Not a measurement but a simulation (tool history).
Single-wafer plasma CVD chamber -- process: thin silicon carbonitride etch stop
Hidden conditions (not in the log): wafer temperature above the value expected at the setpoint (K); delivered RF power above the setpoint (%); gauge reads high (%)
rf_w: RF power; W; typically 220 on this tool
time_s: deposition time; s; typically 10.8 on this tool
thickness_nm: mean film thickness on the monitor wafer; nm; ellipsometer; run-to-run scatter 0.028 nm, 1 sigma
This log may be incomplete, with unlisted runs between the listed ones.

| run | day | rf_w | time_s | wafers since the last listed run | hours since the last thermocouple change | hours since the last RF generator calibration | hours since the showerhead was replaced | hours since the gauge calibration | read-back reference wafer on the same gauge, thickness_nm | thickness_nm |
|---|---|---|---|---|---|---|---|---|---|---|
| 1 | 0.000 | 250 | 10.8 | 0 | 2496.9 | 1409.6 | 5699.4 | 286.8 | 5.965 | 6.981 |
| 2 | 2.712 | 220 | 10.8 | 2773 | 2562.0 | 1474.7 | 5764.5 | 351.9 | 5.964 | 6.604 |
| 3 | 4.875 | 220 | 10.8 | 2211 | 2613.9 | 1526.6 | 5816.4 | 403.8 | 5.967 | 6.687 |
| 4 | 8.088 | 220 | 10.0 | 3284 | 2691.0 | 1603.7 | 5893.5 | 480.9 | 5.953 | 6.150 |
| 5 | 11.312 | 220 | 10.0 | 3297 | 2768.4 | 1681.1 | 5970.9 | 558.3 | 5.957 | 6.173 |
| 6 | 14.329 | 220 | 10.8 | 3084 | 2840.8 | 1753.5 | 6043.3 | 630.7 | 5.957 | 6.587 |
| 7 | 18.079 | 220 | 10.8 | 3834 | 2930.8 | 1843.5 | 6133.3 | 720.7 | 5.956 | 6.647 |
|  | 19.633 | gauge calibrated |
| 8 | 20.338 | 220 | 10.8 | 2309 | 2985.0 | 1897.7 | 6187.5 | 16.9 | 5.962 | 6.701 |
| 9 | 23.392 | 220 | 10.8 | 3122 | 3058.3 | 1971.0 | 6260.8 | 90.2 | 5.962 | 6.644 |
|  | 25.671 | thermocouple changed; heater temperature recalibrated |
|  | 26.783 | showerhead replaced |
| 10 | 26.804 | 205 | 12.3 | 2807 | 27.2 | 2052.9 | 0.5 | 172.1 | 5.960 | 7.378 |
| 11 | 29.788 | 220 | 10.8 | 3050 | 98.8 | 2124.5 | 72.1 | 243.7 | 5.957 | 6.651 |
|  | 32.300 | RF generator calibrated |
| 12 | 33.721 | 205 | 8.7 | 3680 | 193.2 | 34.1 | 166.5 | 338.1 | 5.961 | 5.325 |
| 13 | 35.917 | 205 | 8.9 | 2245 | 245.9 | 86.8 | 219.2 | 390.8 | 5.964 | 5.413 |
| 14 | 39.067 | 190 | 10.8 | 3220 | 321.5 | 162.4 | 294.8 | 466.4 | 5.961 | 6.401 |
| 15 | 42.088 | 245 | 10.0 | 3088 | 394.0 | 234.9 | 367.3 | 538.9 | 5.959 | 6.506 |
| 16 | 45.608 | 185 | 12.4 | 3599 | 478.5 | 319.4 | 451.8 | 623.4 | 5.958 | 7.266 |
| 17 | 49.325 | 185 | 10.1 | 3800 | 567.7 | 408.6 | 541.0 | 712.6 | 5.963 | 5.863 |
|  | 51.567 | gauge calibrated |
| 18 | 53.329 | 220 | 10.8 | 4094 | 663.8 | 504.7 | 637.1 | 42.3 | 5.956 | 6.726 |
| 19 | 57.775 | 220 | 10.8 | 4545 | 770.5 | 611.4 | 743.8 | 149.0 | 5.962 | 6.688 |

What if the next run were any one of these 5? Each begins from the tool's condition after run 19:
| A | 57.792 | 245 | 10.8 | 17 | 770.9 | 611.8 | 744.2 | 149.4 | ? | ? |
| B | 57.792 | 185 | 9.3 | 17 | 770.9 | 611.8 | 744.2 | 149.4 | ? | ? |
| C | 57.792 | 255 | 12.1 | 17 | 770.9 | 611.8 | 744.2 | 149.4 | ? | ? |
| D | 57.792 | 195 | 10.8 | 17 | 770.9 | 611.8 | 744.2 | 149.4 | ? | ? |
| E | 57.792 | 220 | 12.6 | 17 | 770.9 | 611.8 | 744.2 | 149.4 | ? | ? |

| run | read-back reference wafer on the same gauge, thickness_nm | thickness_nm |
|---|---|---|
| A | 5.964 | 6.951 |
| B | 5.964 | 5.418 |
| C | 5.964 | 7.895 |
| D | 5.964 | 6.413 |
| E | 5.964 | 7.810 |
The same runs, with their run-to-run variation unchanged, on a tool lacking any hidden condition would have given:
| run | thickness_nm |
|---|---|
| A | 7.074 |
| B | 5.515 |
| C | 8.035 |
| D | 6.527 |
| E | 7.949 |
